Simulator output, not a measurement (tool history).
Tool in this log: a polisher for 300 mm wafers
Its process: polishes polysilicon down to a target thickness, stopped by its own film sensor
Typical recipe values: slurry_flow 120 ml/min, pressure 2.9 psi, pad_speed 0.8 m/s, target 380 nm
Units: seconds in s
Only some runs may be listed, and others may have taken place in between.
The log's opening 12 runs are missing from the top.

| run | hour | slurry_flow | pressure | pad_speed | target | wafers since the last listed run | wafers polished on this pad | hours since the slurry nozzle was cleaned | hours since the head pressure was calibrated | incoming thickness of the incoming film, nm | seconds |
|---|---|---|---|---|---|---|---|---|---|---|---|
| 13 | 302.4 | 145 | 2.9 | 0.6 | 380 | 165 | 1373 | 321 | 328 | 863 | 84.1 |
| 14 | 315.7 | 145 | 2.9 | 0.6 | 380 | 145 | 1519 | 334.3 | 341.3 | 876.1 | 86.3 |
| 15 | 333.2 | 145 | 2.9 | 0.6 | 380 | 191 | 1711 | 351.8 | 358.8 | 865.3 | 84.4 |
| 16 | 361.2 | 100 | 2.9 | 0.8 | 380 | 306 | 2018 | 379.8 | 386.8 | 865.2 | 69.3 |
| 17 | 375.2 | 120 | 3.7 | 0.54 | 278 | 153 | 2171 | 393.8 | 400.8 | 848.1 | 93.3 |
|  | 395.1 | worn pad replaced by a new one |
| 18 | 405.3 | 120 | 2.9 | 0.88 | 380 | 286 | 111 | 423.9 | 430.9 | 863.3 | 62 |
|  | 409 | head pressure recalibrated |
| 19 | 430.1 | 120 | 3.8 | 0.8 | 380 | 249 | 361 | 448.7 | 21.1 | 860.1 | 46.3 |
| 20 | 443.6 | 85 | 2.9 | 0.8 | 380 | 148 | 509 | 462.2 | 34.6 | 864.7 | 62 |
| 21 | 478.9 | 95 | 3.8 | 0.8 | 380 | 387 | 896 | 497.5 | 69.9 | 862.9 | 47.9 |
| 22 | 494.1 | 120 | 2.9 | 0.8 | 380 | 166 | 1063 | 512.7 | 85.1 | 868.1 | 59.8 |
| 23 | 522.1 | 120 | 2.1 | 0.8 | 504 | 306 | 1370 | 540.7 | 113.1 | 854.3 | 58.3 |
| 24 | 534.2 | 90 | 2.2 | 0.58 | 430 | 132 | 1503 | 552.8 | 125.2 | 861.1 | 100.5 |
| 25 | 569.9 | 120 | 2.2 | 0.8 | 380 | 391 | 1894 | 588.5 | 160.9 | 864.4 | 77.1 |
|  | 575.5 | slurry nozzle cleaned |
|  | 586 | worn pad replaced by a new one |
| 26 | 591.4 | 140 | 2.5 | 0.8 | 380 | 180 | 59 | 15.9 | 182.4 | 861.9 | 69.9 |
| 27 | 618.2 | 105 | 2.1 | 0.8 | 320 | 293 | 353 | 42.7 | 209.2 | 859.3 | 93.8 |
| 28 | 634 | 120 | 2.9 | 0.8 | 380 | 173 | 526 | 58.5 | 225 | 872.6 | 64.2 |
| 29 | 653.1 | 120 | 2.9 | 0.54 | 380 | 209 | 735 | 77.6 | 244.1 | 853.9 | 90.7 |
| 30 | 683.4 | 120 | 2.9 | 0.8 | 380 | 332 | 1067 | 107.9 | 274.4 | 861.1 | 64 |
| 31 | 718.7 | 120 | 2.9 | 0.8 | 421 | 387 | 1454 | 143.2 | 309.7 | 846.1 | 56.2 |
| 32 | 751.5 | 120 | 2.9 | 0.8 | 380 | 359 | 1814 | 176 | 342.5 | 858.9 | 62.8 |
|  | 760.7 | worn pad replaced by a new one |
| 33 | 779.5 | 120 | 2.9 | 0.8 | 480 | 263 | 205 | 204 | 370.5 | 852.2 | 50 |
|  | 810.1 | head pressure recalibrated |
| 34 | 811.6 | 120 | 2.9 | 0.8 | 471 | 330 | 535 | 236.1 | 1.5 | 860.1 | 46.6 |
| 35 | 840.2 | 120 | 2.9 | 0.8 | 380 | 313 | 849 | 264.7 | 30.1 | 860.6 | 58.5 |
| 36 | 864.5 | 120 | 3.4 | 0.88 | 238 | 266 | 1115 | 289 | 54.4 | 868.4 | 59.8 |
| 37 | 896.4 | 155 | 2.9 | 0.8 | 380 | 349 | 1465 | 320.9 | 86.3 | 859.3 | 57.4 |

Predict each of these 4 candidate next runs independently; none follows another, all start after run 37:
| A | 896.8 | 120 | 2 | 0.8 | 380 | 4 | 1469 | 321.3 | 86.7 | 874.8 | ? |
| B | 896.8 | 95 | 2.9 | 0.8 | 380 | 4 | 1469 | 321.3 | 86.7 | 874.8 | ? |
| C | 896.8 | 105 | 2.9 | 0.8 | 486 | 4 | 1469 | 321.3 | 86.7 | 874.8 | ? |
| D | 896.8 | 120 | 2.9 | 1.04 | 380 | 4 | 1469 | 321.3 | 86.7 | 874.8 | ? |

| run | seconds |
|---|---|
| A | 85.7 |
| B | 64 |
| C | 49.7 |
| D | 47.8 |
Take away the tool's hidden state, keep each run's random variation, and the runs would have read:
| run | seconds |
|---|---|
| A | 83.2 |
| B | 62.2 |
| C | 48.2 |
| D | 46.4 |
